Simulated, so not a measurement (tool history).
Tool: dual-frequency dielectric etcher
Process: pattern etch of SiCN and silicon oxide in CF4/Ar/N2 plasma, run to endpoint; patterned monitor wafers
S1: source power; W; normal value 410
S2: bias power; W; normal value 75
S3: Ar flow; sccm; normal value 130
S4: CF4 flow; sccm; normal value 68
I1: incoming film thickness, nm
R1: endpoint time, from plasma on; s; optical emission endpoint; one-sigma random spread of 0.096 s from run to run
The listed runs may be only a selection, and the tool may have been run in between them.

| run | hour | S1 | S2 | S3 | S4 | I1 | R1 |
|---|---|---|---|---|---|---|---|
| 1 | 0 | 410 | 75 | 123 | 68 | 16.08 | 19.4 |
| 2 | 38.1 | 410 | 75 | 123 | 68 | 16.31 | 19.5 |
| 3 | 62.9 | 410 | 75 | 141 | 68 | 16.1 | 19.6 |
| 4 | 86.2 | 410 | 75 | 130 | 79 | 16.12 | 18.8 |
| 5 | 109.3 | 410 | 75 | 130 | 81 | 16.09 | 18.5 |
| 6 | 122.5 | 410 | 75 | 130 | 68 | 16.13 | 19.3 |
| 7 | 148.4 | 410 | 75 | 130 | 68 | 16.29 | 19.4 |
|  | 180.4 | wet clean of the chamber |
|  | 181.8 | CF4 flow controller replaced |
| 8 | 182.3 | 410 | 75 | 130 | 78 | 16.03 | 19.5 |
| 9 | 185.3 | 410 | 75 | 130 | 78 | 16.23 | 19.8 |
| 10 | 202.2 | 410 | 75 | 130 | 78 | 15.8 | 19.4 |
| 11 | 218.7 | 410 | 75 | 130 | 68 | 16.01 | 20.1 |
|  | 254.4 | upper electrode replaced |
| 12 | 254.9 | 410 | 75 | 130 | 79 | 16.04 | 19.4 |
| 13 | 274.2 | 410 | 81 | 130 | 68 | 16.17 | 19.8 |
| 14 | 309.2 | 410 | 75 | 130 | 68 | 16.05 | 20 |
|  | 339.9 | source power generator calibrated |
| 15 | 380.7 | 410 | 75 | 130 | 52 | 16.17 | 21.5 |
|  | 387.6 | Ar flow controller replaced |
| 16 | 413.2 | 410 | 60 | 130 | 52 | 16.21 | 22.8 |
|  | 436.6 | bias power generator calibrated |
| 17 | 438.4 | 410 | 93 | 130 | 68 | 16.2 | 18.6 |
| 18 | 462.4 | 410 | 75 | 101 | 78 | 16.18 | 18.6 |
| 19 | 484.9 | 360 | 69 | 130 | 68 | 16.14 | 22.7 |
| 20 | 508.1 | 410 | 75 | 130 | 68 | 16.19 | 19.7 |
| 21 | 524.9 | 410 | 64 | 130 | 78 | 16.36 | 20.2 |
| 22 | 560.9 | 410 | 75 | 130 | 78 | 16.17 | 18.9 |
|  | 589.1 | wet clean of the chamber |
| 23 | 589.6 | 480 | 68 | 130 | 68 | 16.31 | 18.6 |

Here are 3 independent what-if runs from the current tool condition. What would each one return?
| A | 590 | 410 | 75 | 130 | 57 | 15.98 | ? |
| B | 590 | 410 | 67 | 142 | 68 | 15.98 | ? |
| C | 590 | 340 | 82 | 99 | 74 | 15.98 | ? |

| run | R1 |
|---|---|
| A | 21.1 |
| B | 21 |
| C | 21.7 |
Stripped of hidden state, with their random variation kept, the same runs would have yielded:
| run | R1 |
|---|---|
| A | 20.9 |
| B | 20.9 |
| C | 21.6 |
